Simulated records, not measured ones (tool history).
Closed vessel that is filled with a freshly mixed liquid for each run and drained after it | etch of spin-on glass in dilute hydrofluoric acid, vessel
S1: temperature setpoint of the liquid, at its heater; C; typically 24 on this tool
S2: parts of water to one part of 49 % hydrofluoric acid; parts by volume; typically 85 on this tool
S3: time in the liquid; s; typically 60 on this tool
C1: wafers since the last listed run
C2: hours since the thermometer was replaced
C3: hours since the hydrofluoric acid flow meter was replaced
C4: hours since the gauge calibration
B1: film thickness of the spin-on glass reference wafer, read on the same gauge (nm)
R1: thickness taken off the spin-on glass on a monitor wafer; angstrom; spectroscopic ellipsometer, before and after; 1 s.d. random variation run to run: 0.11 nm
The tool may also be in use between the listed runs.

run	hour	S1	S2	S3	C1	C2	C3	C4	B1	R1
1	0	24	105	60	0	1698.8	416.4	510.7	90.03	228
2	20.3	24	105	60	2678	1719.1	436.7	531	90	228.1
3	48.9	24	85	60	3773	1747.7	465.3	559.6	89.98	288.5
# hour 83.8: hydrofluoric acid flow meter replaced
4	84.3	24	85	60	4538	1783.1	0.5	595	90.01	287.6
5	106.3	24	85	60	2902	1805.1	22.5	617	90.01	288.3
6	124.7	24	85	60	2427	1823.5	40.9	635.4	90.03	288.6
7	145.8	24	85	60	2783	1844.6	62	656.5	89.98	289
8	172.8	24	85	50	3562	1871.6	89	683.5	90	239.9
9	207	24	85	50	4512	1905.8	123.2	717.7	89.98	241.4
10	231.2	24	85	50	3192	1930	147.4	741.9	89.99	242.7
11	257.9	24	85	60	3522	1956.7	174.1	768.6	90	289.5
12	284.7	20	100	95	3536	1983.5	200.9	795.4	90	326.9
13	305.6	24	85	60	2757	2004.4	221.8	816.3	90.03	291.3
14	329.3	21	105	40	3127	2028.1	245.5	840	89.99	136.2
15	364.2	24	85	60	4604	2063	280.4	874.9	90	290.4
16	384.6	24	110	60	2691	2083.4	300.8	895.3	90	218.2
17	409	24	85	45	3219	2107.8	325.2	919.7	90.01	217.8
18	423.6	24	100	60	1926	2122.4	339.8	934.3	89.97	242.4
19	436.4	25.5	85	40	1688	2135.2	352.6	947.1	90.01	206
20	463.9	22	50	60	3628	2162.7	380.1	974.6	90	475.7
21	485.4	24	85	60	2836	2184.2	401.6	996.1	90	291.7
# hour 498.2: gauge calibrated
22	509.8	22.5	105	80	3219	2208.6	426	11.6	90.01	289.8
23	528.8	28	60	30	2506	2227.6	445	30.6	90.01	249.6
24	560.5	24	85	60	4182	2259.3	476.7	62.3	90	292.5
# hour 574.9: thermometer replaced
25	595.9	24	70	60	4538	21	512.1	97.7	89.98	345
26	623.8	24	85	60	3681	48.9	540	125.6	89.98	280.4
# hour 642.5: hydrofluoric acid flow meter replaced
27	656.2	26.5	100	35	4142	81.3	13.7	158	89.97	150
28	678.6	24	55	85	2955	103.7	36.1	180.4	90.01	638.1
29	706.7	21	85	30	3707	131.8	64.2	208.5	89.99	125
30	729.6	24	65	75	3021	154.7	87.1	231.4	90	468.3
31	747.3	26.5	50	40	2335	172.4	104.8	249.1	89.99	368.7
32	777.3	28	95	75	3958	202.4	134.8	279.1	89.98	362.8
33	801.4	27.5	115	90	3179	226.5	158.9	303.2	90	343.7
34	837.4	28	105	70	4749	262.5	194.9	339.2	89.99	302
35	870.9	24	85	60	4420	296	228.4	372.7	90.02	281

Consider 3 possible next runs. They are alternatives, not a sequence: every one starts from the tool as it was left by run 35. What does each give?
A	871.6	24	50	60	92	296.7	229.1	373.4	?	?
B	871.6	21	60	30	92	296.7	229.1	373.4	?	?
C	871.6	21.5	85	30	92	296.7	229.1	373.4	?	?

run	B1	R1
A	89.98	499
B	89.98	181.3
C	89.98	126.7
Had the tool no hidden state, the same runs would have come out as:
run	R1
A	491
B	178.4
C	124.7
